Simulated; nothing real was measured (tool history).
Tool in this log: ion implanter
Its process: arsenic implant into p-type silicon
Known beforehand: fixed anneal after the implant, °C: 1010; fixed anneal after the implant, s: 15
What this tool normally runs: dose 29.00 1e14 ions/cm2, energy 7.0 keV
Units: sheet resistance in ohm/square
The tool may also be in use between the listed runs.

run   hour   dose  energy  read-back reference wafer on the same gauge, sheet resistance  sheet resistance
  1    0.0  29.00     7.0                                                         108.99            127.56
  2   69.2  29.00     7.0                                                         109.00            127.24
  3   96.7  29.00     7.0                                                         109.01            127.58
  4  155.9  29.00     7.0                                                         108.93            127.23
  5  190.9  25.85     7.0                                                         109.02            129.03
  6  236.7  25.85     7.0                                                         108.99            129.21
  7  286.5  25.85     7.0                                                         109.00            129.13
     388.4  -- gauge calibrated
  8  445.4  22.32     7.0                                                         109.05            131.94
     475.4  -- extraction supply calibrated
  9  483.2  36.84     5.5                                                         108.96            127.05

The next listed run, before its measurement:
 10  575.6  32.63     5.0                                                              ?                 ?

{"run 10": {"read-back reference wafer on the same gauge, sheet resistance": 109.04, "sheet resistance": 130.86}}
If the tool had no hidden condition, the same run with the same run-to-run variation would have returned sheet resistance 131.71 ohm/square.
